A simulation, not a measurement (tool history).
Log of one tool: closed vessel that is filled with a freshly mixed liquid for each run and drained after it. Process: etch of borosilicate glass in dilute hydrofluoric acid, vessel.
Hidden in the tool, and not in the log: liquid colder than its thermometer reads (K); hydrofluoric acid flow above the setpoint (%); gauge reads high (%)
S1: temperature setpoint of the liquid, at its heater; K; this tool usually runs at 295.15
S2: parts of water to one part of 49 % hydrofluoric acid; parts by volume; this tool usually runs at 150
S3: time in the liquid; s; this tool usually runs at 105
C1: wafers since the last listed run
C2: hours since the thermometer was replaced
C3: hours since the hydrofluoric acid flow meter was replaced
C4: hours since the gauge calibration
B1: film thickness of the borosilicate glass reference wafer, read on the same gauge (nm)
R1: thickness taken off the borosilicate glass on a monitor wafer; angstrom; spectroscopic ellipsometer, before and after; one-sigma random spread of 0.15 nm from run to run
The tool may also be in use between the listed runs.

run,hour,S1,S2,S3,C1,C2,C3,C4,B1,R1
1,0,295.15,150,105,0,2832.7,1303.4,112,60.05,171.6
2,11.1,295.15,150,105,1449,2843.8,1314.5,123.1,59.99,171.6
3,21.8,295.15,150,105,1397,2854.5,1325.2,133.8,60,167.7
4,33.7,295.15,150,105,1554,2866.4,1337.1,145.7,60.01,172.1
5,43.1,295.15,150,105,1227,2875.8,1346.5,155.1,59.98,169.3
# hour 50.4: gauge calibrated
6,52.4,295.15,150,105,1214,2885.1,1355.8,2,59.99,166.4
7,63.7,297.15,185,105,1475,2896.4,1367.1,13.3,60.01,144
8,81.5,297.15,185,105,2324,2914.2,1384.9,31.1,59.99,143.7
9,96.9,297.15,185,105,2011,2929.6,1400.3,46.5,59.99,143.5
10,111,295.15,150,90,1841,2943.7,1414.4,60.6,60.03,146
11,122.9,296.65,125,120,1554,2955.6,1426.3,72.5,60.01,256.6
12,133.5,297.65,150,150,1384,2966.2,1436.9,83.1,60.01,268.2
# hour 145.9: thermometer replaced
# hour 150.7: hydrofluoric acid flow meter replaced
13,178.7,295.15,150,75,5642,32.8,28,128.3,59.96,121.8
14,194.4,295.15,150,135,2050,48.5,43.7,144,59.97,213.9
15,204.6,295.15,150,105,1332,58.7,53.9,154.2,60,168.9
# hour 219.8: gauge calibrated
16,220.4,297.65,185,135,2063,74.5,69.7,0.6,59.98,188.8
17,237.7,298.15,170,130,2259,91.8,87,17.9,59.99,204.3
18,274.4,295.15,210,105,4793,128.5,123.7,54.6,59.99,114
19,285.9,295.15,150,135,1501,140,135.2,66.1,60.02,218.3
20,294.9,295.15,150,105,1175,149,144.2,75.1,59.99,171.1

Hidden state at the last listed run before each entry between runs and at the first one after, where it differs:
From run 5 to run 6: gauge calibrated (hour 50.4)
  no hidden state differs between the two runs
From run 12 to run 13: thermometer replaced (hour 145.9); hydrofluoric acid flow meter replaced (hour 150.7)
  no hidden state differs between the two runs
From run 15 to run 16: gauge calibrated (hour 219.8)
  no hidden state differs between the two runs

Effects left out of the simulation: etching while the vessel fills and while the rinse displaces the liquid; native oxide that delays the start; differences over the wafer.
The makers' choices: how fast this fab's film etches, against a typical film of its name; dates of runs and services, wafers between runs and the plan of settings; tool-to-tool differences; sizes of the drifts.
